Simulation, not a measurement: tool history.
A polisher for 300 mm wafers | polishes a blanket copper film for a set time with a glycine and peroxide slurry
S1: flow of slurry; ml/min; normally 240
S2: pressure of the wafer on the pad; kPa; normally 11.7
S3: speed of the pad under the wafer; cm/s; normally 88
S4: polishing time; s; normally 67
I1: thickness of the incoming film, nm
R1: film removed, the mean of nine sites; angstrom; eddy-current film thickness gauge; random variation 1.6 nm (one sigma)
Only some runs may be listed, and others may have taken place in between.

run,hour,S1,S2,S3,S4,I1,R1
1,0.0,240,11.7,88,67,2190.9,2219
2,41.5,240,11.7,88,67,2198.2,2188
# hour 51.8: slurry nozzle cleaned
3,137.0,240,11.7,88,67,2182.4,2328
4,176.4,240,11.7,88,67,2180.6,2348
5,269.7,240,11.7,88,67,2144.2,2313
6,342.0,240,11.7,88,67,2151.9,2300
7,449.5,220,11.7,88,67,2195.3,2228
8,490.5,220,11.7,88,67,2173.2,2250
# hour 550.4: worn pad replaced by a new one
9,591.7,220,11.7,88,67,2192.0,2219
10,630.7,240,14.5,88,67,2186.3,2603
# hour 639.2: slurry nozzle cleaned
11,667.6,240,14.5,88,67,2183.4,2745
12,742.9,240,11.7,88,67,2213.9,2326
13,849.4,240,11.7,88,67,2140.3,2342
# hour 948.8: head pressure recalibrated
14,1071.9,240,11.7,88,67,2196.9,2247
15,1159.5,240,11.7,88,67,2165.5,2219
# hour 1290.8: slurry nozzle cleaned
# hour 1314.2: worn pad replaced by a new one
16,1455.4,240,11.7,88,67,2161.0,2327
17,1551.1,240,11.7,88,67,2208.7,2317
18,1604.3,240,11.7,88,67,2187.3,2288
19,1703.7,280,13.1,88,67,2151.3,2524
20,1758.1,210,11.7,88,67,2154.3,2226
21,1841.3,240,11.7,104,50,2185.4,1888
22,1877.4,320,9.0,68,58,2172.4,1404
23,1934.1,240,11.7,112,67,2147.6,2617
# hour 1972.5: worn pad replaced by a new one
# hour 2004.0: slurry nozzle cleaned
24,2012.4,240,11.7,104,84,2177.5,3296
25,2114.9,180,11.7,88,67,2220.2,2248
26,2197.1,240,11.7,88,67,2170.3,2335
27,2285.7,300,10.3,74,67,2207.1,1938
28,2329.8,240,14.5,88,67,2212.2,2673
# hour 2384.0: head pressure recalibrated
29,2420.1,165,11.7,118,67,2169.3,2657
30,2519.8,240,11.7,88,67,2159.3,2249
31,2623.3,240,15.9,88,67,2211.2,2801
# hour 2658.9: worn pad replaced by a new one
# hour 2732.5: slurry nozzle cleaned
32,2822.8,310,11.7,88,67,2185.4,2398
33,2883.4,240,11.7,88,67,2146.2,2298
34,2949.2,240,11.7,72,67,2147.5,2006
35,3051.7,240,13.1,62,67,2146.5,1941
36,3155.0,195,11.7,88,90,2192.4,2958
37,3218.5,240,11.7,114,50,2200.8,2043

Exercise: give the hidden state of the tool at every run:
removal rate lost through wear of the pad, %: 0, the same for each run
deviation of the head's pressure from its setpoint, %: 0, the same for each run
H1: slurry flow missing at the pad, %
run,H1
1,38.4
2,40.8
3,9.96
4,12.2
5,17.5
6,21.6
7,27.6
8,29.9
9,35.7
10,37.9
11,7.42
12,11.7
13,17.7
14,30.3
15,35.2
16,14.3
17,19.7
18,22.7
19,28.4
20,31.4
21,36.1
22,38.2
23,41.4
24,5.23
25,11
26,15.7
27,20.7
28,23.2
29,28.3
30,33.9
31,39.8
32,13.2
33,16.6
34,20.3
35,26.1
36,32
37,35.6
